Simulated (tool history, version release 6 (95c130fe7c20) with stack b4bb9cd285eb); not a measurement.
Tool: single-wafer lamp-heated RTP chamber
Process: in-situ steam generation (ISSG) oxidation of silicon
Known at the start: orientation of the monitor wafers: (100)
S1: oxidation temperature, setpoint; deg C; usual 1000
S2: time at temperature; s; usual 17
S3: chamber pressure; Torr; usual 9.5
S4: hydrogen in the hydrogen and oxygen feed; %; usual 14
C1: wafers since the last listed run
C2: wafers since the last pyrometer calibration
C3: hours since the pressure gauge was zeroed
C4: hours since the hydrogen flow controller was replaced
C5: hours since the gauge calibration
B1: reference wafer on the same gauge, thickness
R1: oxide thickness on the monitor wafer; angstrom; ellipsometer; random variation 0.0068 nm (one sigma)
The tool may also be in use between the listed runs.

Run 1, hour 0: usual settings but S1 1015 deg C, S4 11 %; C1 0; C2 2378; C3 1353.1; C4 6441.2; C5 211.7; B1 4.37. Result: R1 45.51 angstrom.
Run 2, hour 42.5: usual settings but S1 1015 deg C, S4 11 %; C1 828; C2 3206; C3 1395.6; C4 6483.7; C5 254.2; B1 4.371. Result: R1 45.67 angstrom.
Run 3, hour 103.3: usual settings but S1 1015 deg C, S4 11 %; C1 1184; C2 4391; C3 1456.4; C4 6544.5; C5 315; B1 4.37. Result: R1 45.62 angstrom.
Run 4, hour 170.8: usual settings but S2 22 s, S4 11 %; C1 1315; C2 5706; C3 1523.9; C4 6612; C5 382.5; B1 4.369. Result: R1 48.77 angstrom.
At hour 195.5: pyrometer window cleaned and pyrometer calibrated.
Run 5, hour 213.8: usual settings but S2 22 s, S4 11 %; C1 682; C2 356; C3 1566.9; C4 6655; C5 425.5; B1 4.368. Result: R1 48.48 angstrom.
Run 6, hour 267.9: usual settings but S2 22 s; C1 1054; C2 1411; C3 1621; C4 6709.1; C5 479.6; B1 4.37. Result: R1 51.05 angstrom.
Run 7, hour 328.1: usual settings but S2 22 s; C1 1173; C2 2584; C3 1681.2; C4 6769.3; C5 539.8; B1 4.371. Result: R1 50.9 angstrom.
Run 8, hour 433.7: usual settings but S2 22 s; C1 2057; C2 4641; C3 1786.8; C4 6874.9; C5 645.4; B1 4.371. Result: R1 51.12 angstrom.
At hour 444: hydrogen flow controller replaced.
Run 9, hour 492: usual settings but S1 1015 deg C, S4 11 %; C1 980; C2 5622; C3 1845.1; C4 48; C5 703.7; B1 4.372. Result: R1 45.78 angstrom.
At hour 529.2: pyrometer window cleaned and pyrometer calibrated.
Run 10, hour 533.2: usual settings but S4 11 %; C1 646; C2 78; C3 1886.3; C4 89.2; C5 744.9; B1 4.372. Result: R1 42.84 angstrom.
Run 11, hour 768.3: usual settings but S1 1005 deg C, S2 19 s, S3 8.9 Torr, S4 11 %; C1 4581; C2 4659; C3 2121.4; C4 324.3; C5 980; B1 4.368. Result: R1 46.5 angstrom.
At hour 808.3: gauge calibrated.
Run 12, hour 866.8: usual settings; C1 1919; C2 6578; C3 2219.9; C4 422.8; C5 58.5; B1 4.37. Result: R1 45.44 angstrom.
At hour 880.4: pyrometer window cleaned and pyrometer calibrated.
Run 13, hour 945.5: usual settings but S1 991 deg C, S4 11 %; C1 1377; C2 1268; C3 2298.6; C4 501.5; C5 137.2; B1 4.369. Result: R1 41.38 angstrom.
At hour 963: pressure gauge zeroed.
Run 14, hour 1044.5: usual settings but S2 13 s, S3 8 Torr; C1 1773; C2 3042; C3 81.5; C4 600.5; C5 236.2; B1 4.371. Result: R1 40.19 angstrom.
Run 15, hour 1148: usual settings but S3 8.5 Torr, S4 11 %; C1 2016; C2 5058; C3 185; C4 704; C5 339.7; B1 4.369. Result: R1 43.33 angstrom.
At hour 1206.3: pyrometer window cleaned and pyrometer calibrated.
Run 16, hour 1253.6: usual settings but S1 1016 deg C, S4 24 %; C1 1901; C2 920; C3 290.6; C4 809.6; C5 445.3; B1 4.37. Result: R1 54.16 angstrom.
Run 17, hour 1300: usual settings but S1 991 deg C, S4 11 %; C1 904; C2 1824; C3 337; C4 856; C5 491.7; B1 4.371. Result: R1 41.34 angstrom.

3 ways to go on from here, each from the tool as it stands after run 17. What would each give?
Run A, hour 1300.4: usual settings but S2 23 s; C1 7; C2 1832; C3 337.4; C4 856.4; C5 492.1; B1 ?. Result: R1 ?.
Run B, hour 1300.4: usual settings but S2 13 s, S3 8.3 Torr, S4 11 %; C1 7; C2 1832; C3 337.4; C4 856.4; C5 492.1; B1 ?. Result: R1 ?.
Run C, hour 1300.4: usual settings but S1 1006 deg C, S4 20 %; C1 7; C2 1832; C3 337.4; C4 856.4; C5 492.1; B1 ?. Result: R1 ?.

run     B1     R1
  A  4.371  52.07
  B  4.371  38.14
  C  4.371  49.88
Without the tool's hidden state the same runs would have given:
run     R1
  A  52.02
  B  38.11
  C  49.83
